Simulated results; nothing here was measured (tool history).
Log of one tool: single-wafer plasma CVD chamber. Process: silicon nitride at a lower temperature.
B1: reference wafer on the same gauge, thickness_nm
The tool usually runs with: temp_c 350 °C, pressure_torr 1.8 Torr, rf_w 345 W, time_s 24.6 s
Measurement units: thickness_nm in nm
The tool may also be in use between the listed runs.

run 1 day=0 | temp_c=350 pressure_torr=1.8 rf_w=345 time_s=24.6 | B1=35.413 | thickness_nm=30.704
run 2 day=1.479 | temp_c=350 pressure_torr=1.8 rf_w=345 time_s=24.6 | B1=35.418 | thickness_nm=30.577
run 3 day=2.354 | temp_c=350 pressure_torr=1.8 rf_w=345 time_s=24.6 | B1=35.427 | thickness_nm=30.63
run 4 day=3.433 | temp_c=350 pressure_torr=1.8 rf_w=295 time_s=24.6 | B1=35.38 | thickness_nm=27.199
run 5 day=4.242 | temp_c=350 pressure_torr=1.8 rf_w=295 time_s=24.6 | B1=35.385 | thickness_nm=27.33
run 6 day=5.212 | temp_c=350 pressure_torr=1.8 rf_w=395 time_s=27.4 | B1=35.364 | thickness_nm=37.936
run 7 day=6.271 | temp_c=350 pressure_torr=1.8 rf_w=380 time_s=24.6 | B1=35.422 | thickness_nm=32.778
run 8 day=7.612 | temp_c=350 pressure_torr=1.8 rf_w=380 time_s=24.6 | B1=35.394 | thickness_nm=32.951
run 9 day=8.321 | temp_c=350 pressure_torr=1.8 rf_w=380 time_s=24.6 | B1=35.341 | thickness_nm=33.257
run 10 day=9.892 | temp_c=339 pressure_torr=1.8 rf_w=345 time_s=24.6 | B1=35.38 | thickness_nm=30.848
-- day=9.896 gauge calibrated
-- day=10.546 RF generator calibrated
run 11 day=10.567 | temp_c=360 pressure_torr=1.8 rf_w=410 time_s=21.4 | B1=35.439 | thickness_nm=30.013
run 12 day=11.633 | temp_c=341 pressure_torr=1.8 rf_w=345 time_s=24.6 | B1=35.444 | thickness_nm=30.58
run 13 day=12.408 | temp_c=345 pressure_torr=2.07 rf_w=345 time_s=24.6 | B1=35.337 | thickness_nm=31.938
run 14 day=13.283 | temp_c=350 pressure_torr=1.8 rf_w=345 time_s=29.1 | B1=35.359 | thickness_nm=36.254
run 15 day=13.833 | temp_c=350 pressure_torr=1.8 rf_w=365 time_s=28.2 | B1=35.374 | thickness_nm=36.638
run 16 day=14.783 | temp_c=350 pressure_torr=1.8 rf_w=365 time_s=28.2 | B1=35.43 | thickness_nm=36.838
-- day=15.262 showerhead replaced
-- day=16.333 capacitance manometer re-zeroed and calibrated
run 17 day=16.354 | temp_c=350 pressure_torr=1.8 rf_w=345 time_s=24.6 | B1=35.374 | thickness_nm=30.771
-- day=17.217 thermocouple changed; heater temperature recalibrated
run 18 day=17.238 | temp_c=350 pressure_torr=1.8 rf_w=345 time_s=24.6 | B1=35.417 | thickness_nm=30.629
run 19 day=18.3 | temp_c=354 pressure_torr=2.04 rf_w=395 time_s=24.6 | B1=35.425 | thickness_nm=34.927
run 20 day=22.608 | temp_c=350 pressure_torr=1.8 rf_w=380 time_s=24.6 | B1=35.448 | thickness_nm=33.022

5 options for the next run, each taken on its own from the tool as it stands now. Forecast them:
run A day=22.625 | temp_c=350 pressure_torr=1.8 rf_w=345 time_s=24.6 | B1=? | thickness_nm=?
run B day=22.625 | temp_c=350 pressure_torr=1.6 rf_w=385 time_s=24.6 | B1=? | thickness_nm=?
run C day=22.625 | temp_c=350 pressure_torr=2.15 rf_w=345 time_s=22.2 | B1=? | thickness_nm=?
run D day=22.625 | temp_c=350 pressure_torr=1.8 rf_w=370 time_s=28.7 | B1=? | thickness_nm=?
run E day=22.625 | temp_c=350 pressure_torr=1.8 rf_w=345 time_s=20.6 | B1=? | thickness_nm=?

run=A B1=35.418 thickness_nm=30.648
run=B B1=35.418 thickness_nm=32.043
run=C B1=35.418 thickness_nm=29.108
run=D B1=35.418 thickness_nm=37.63
run=E B1=35.418 thickness_nm=25.675
With the hidden condition removed and each run's random variation left untouched, the same runs would have given:
run=A thickness_nm=30.648
run=B thickness_nm=32.043
run=C thickness_nm=29.108
run=D thickness_nm=37.63
run=E thickness_nm=25.675
